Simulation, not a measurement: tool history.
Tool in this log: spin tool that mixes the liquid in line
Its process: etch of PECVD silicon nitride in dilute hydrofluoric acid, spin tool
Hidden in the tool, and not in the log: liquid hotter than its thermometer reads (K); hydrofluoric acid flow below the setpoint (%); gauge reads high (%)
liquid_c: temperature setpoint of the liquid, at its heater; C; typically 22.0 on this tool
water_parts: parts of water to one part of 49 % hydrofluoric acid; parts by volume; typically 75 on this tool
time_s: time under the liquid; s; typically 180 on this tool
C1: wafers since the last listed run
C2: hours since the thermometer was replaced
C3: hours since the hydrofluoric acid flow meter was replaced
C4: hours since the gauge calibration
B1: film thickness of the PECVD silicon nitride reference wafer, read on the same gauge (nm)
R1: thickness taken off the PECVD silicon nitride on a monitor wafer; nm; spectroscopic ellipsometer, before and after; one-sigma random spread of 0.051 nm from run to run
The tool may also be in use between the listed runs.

Run 1, day 0.000: usual settings; C1 0; C2 867.6; C3 983.0; C4 791.0; B1 59.98. Result: R1 7.56 nm.
Run 2, day 4.650: usual settings; C1 699; C2 979.2; C3 1094.6; C4 902.6; B1 59.98. Result: R1 7.62 nm.
At day 4.858: gauge calibrated.
Run 3, day 5.800: usual settings; C1 173; C2 1006.8; C3 1122.2; C4 22.6; B1 59.98. Result: R1 7.54 nm.
Run 4, day 7.529: usual settings; C1 260; C2 1048.3; C3 1163.7; C4 64.1; B1 59.99. Result: R1 7.56 nm.
Run 5, day 10.350: usual settings; C1 424; C2 1116.0; C3 1231.4; C4 131.8; B1 60.01. Result: R1 7.61 nm.
Run 6, day 12.479: usual settings; C1 320; C2 1167.1; C3 1282.5; C4 182.9; B1 60.00. Result: R1 7.63 nm.
Run 7, day 14.496: usual settings; C1 303; C2 1215.5; C3 1330.9; C4 231.3; B1 59.98. Result: R1 7.60 nm.
Run 8, day 17.329: usual settings; C1 426; C2 1283.5; C3 1398.9; C4 299.3; B1 59.95. Result: R1 7.61 nm.
Run 9, day 18.717: usual settings; C1 208; C2 1316.8; C3 1432.2; C4 332.6; B1 60.00. Result: R1 7.63 nm.
Run 10, day 19.917: usual settings; C1 180; C2 1345.6; C3 1461.0; C4 361.4; B1 59.99. Result: R1 7.57 nm.
Run 11, day 21.608: usual settings but liquid_c 23.5 C; C1 254; C2 1386.2; C3 1501.6; C4 402.0; B1 60.05. Result: R1 8.38 nm.
Run 12, day 23.746: usual settings but liquid_c 23.5 C; C1 321; C2 1437.5; C3 1552.9; C4 453.3; B1 59.99. Result: R1 8.50 nm.
Run 13, day 26.450: usual settings but water_parts 85 parts by volume, time_s 225 s; C1 406; C2 1502.4; C3 1617.8; C4 518.2; B1 60.01. Result: R1 8.50 nm.
Run 14, day 27.512: usual settings but water_parts 85 parts by volume, time_s 225 s; C1 159; C2 1527.9; C3 1643.3; C4 543.7; B1 60.00. Result: R1 8.46 nm.
At day 29.071: thermometer replaced.
Run 15, day 29.900: usual settings but water_parts 85 parts by volume, time_s 225 s; C1 352; C2 19.9; C3 1700.6; C4 601.0; B1 59.98. Result: R1 8.73 nm.
Run 16, day 32.729: usual settings but liquid_c 18.5 C, time_s 240 s; C1 425; C2 87.8; C3 1768.5; C4 668.9; B1 60.00. Result: R1 8.24 nm.
Run 17, day 34.362: usual settings; C1 245; C2 127.0; C3 1807.7; C4 708.1; B1 60.02. Result: R1 8.00 nm.
Run 18, day 35.975: usual settings but water_parts 50 parts by volume; C1 242; C2 165.7; C3 1846.4; C4 746.8; B1 60.03. Result: R1 11.80 nm.
Run 19, day 37.454: usual settings; C1 222; C2 201.2; C3 1881.9; C4 782.3; B1 60.05. Result: R1 7.88 nm.
Run 20, day 39.633: usual settings; C1 327; C2 253.5; C3 1934.2; C4 834.6; B1 60.02. Result: R1 7.96 nm.
At day 40.546: gauge calibrated.
Run 21, day 41.825: usual settings but liquid_c 20.5 C, water_parts 85 parts by volume; C1 329; C2 306.1; C3 1986.8; C4 30.7; B1 60.00. Result: R1 6.32 nm.
At day 42.575: thermometer replaced, repeated, since the last time left the tool worse.
Run 22, day 43.646: usual settings; C1 267; C2 25.7; C3 2030.5; C4 74.4; B1 59.99. Result: R1 7.39 nm.
Run 23, day 45.992: usual settings; C1 352; C2 82.0; C3 2086.8; C4 130.7; B1 60.00. Result: R1 7.41 nm.
At day 47.025: hydrofluoric acid flow meter replaced.
Run 24, day 47.450: usual settings but liquid_c 26.0 C, water_parts 35 parts by volume, time_s 75 s; C1 213; C2 117.0; C3 10.2; C4 165.7; B1 59.99. Result: R1 8.56 nm.
Run 25, day 49.642: usual settings; C1 329; C2 169.6; C3 62.8; C4 218.3; B1 59.99. Result: R1 7.47 nm.
Run 26, day 51.929: usual settings but liquid_c 25.0 C, water_parts 95 parts by volume, time_s 220 s; C1 344; C2 224.5; C3 117.7; C4 273.2; B1 59.98. Result: R1 8.80 nm.
Run 27, day 54.829: usual settings but liquid_c 19.5 C, water_parts 105 parts by volume; C1 436; C2 294.1; C3 187.3; C4 342.8; B1 59.99. Result: R1 4.51 nm.
Run 28, day 56.712: usual settings but liquid_c 23.5 C, water_parts 45 parts by volume; C1 283; C2 339.3; C3 232.5; C4 388.0; B1 60.01. Result: R1 13.54 nm.
Run 29, day 58.883: usual settings but liquid_c 27.0 C, water_parts 105 parts by volume, time_s 90 s; C1 326; C2 391.4; C3 284.6; C4 440.1; B1 60.01. Result: R1 3.73 nm.
Run 30, day 60.254: usual settings but liquid_c 26.0 C; C1 206; C2 424.3; C3 317.5; C4 473.0; B1 59.98. Result: R1 9.64 nm.
Run 31, day 61.508: usual settings but liquid_c 17.5 C, water_parts 110 parts by volume, time_s 140 s; C1 188; C2 454.4; C3 347.6; C4 503.1; B1 59.99. Result: R1 2.93 nm.
Run 32, day 63.617: usual settings but liquid_c 19.5 C, water_parts 105 parts by volume; C1 317; C2 505.0; C3 398.2; C4 553.7; B1 59.96. Result: R1 4.54 nm.
Run 33, day 65.288: usual settings but liquid_c 18.5 C, water_parts 90 parts by volume, time_s 120 s; C1 251; C2 545.1; C3 438.3; C4 593.8; B1 60.00. Result: R1 3.30 nm.

Below are 3 alternative next runs, each starting from the tool's condition after run 33. Predict each:
Run A, day 65.308: usual settings; C1 3; C2 545.6; C3 438.8; C4 594.3; B1 ?. Result: R1 ?.
Run B, day 65.308: usual settings but time_s 215 s; C1 3; C2 545.6; C3 438.8; C4 594.3; B1 ?. Result: R1 ?.
Run C, day 65.308: usual settings but liquid_c 23.5 C, time_s 145 s; C1 3; C2 545.6; C3 438.8; C4 594.3; B1 ?. Result: R1 ?.

run     B1    R1
  A  60.01  7.47
  B  60.01  8.92
  C  60.01  6.66
With no hidden state in the tool, these same runs would have given:
run    R1
  A  7.36
  B  8.79
  C  6.56

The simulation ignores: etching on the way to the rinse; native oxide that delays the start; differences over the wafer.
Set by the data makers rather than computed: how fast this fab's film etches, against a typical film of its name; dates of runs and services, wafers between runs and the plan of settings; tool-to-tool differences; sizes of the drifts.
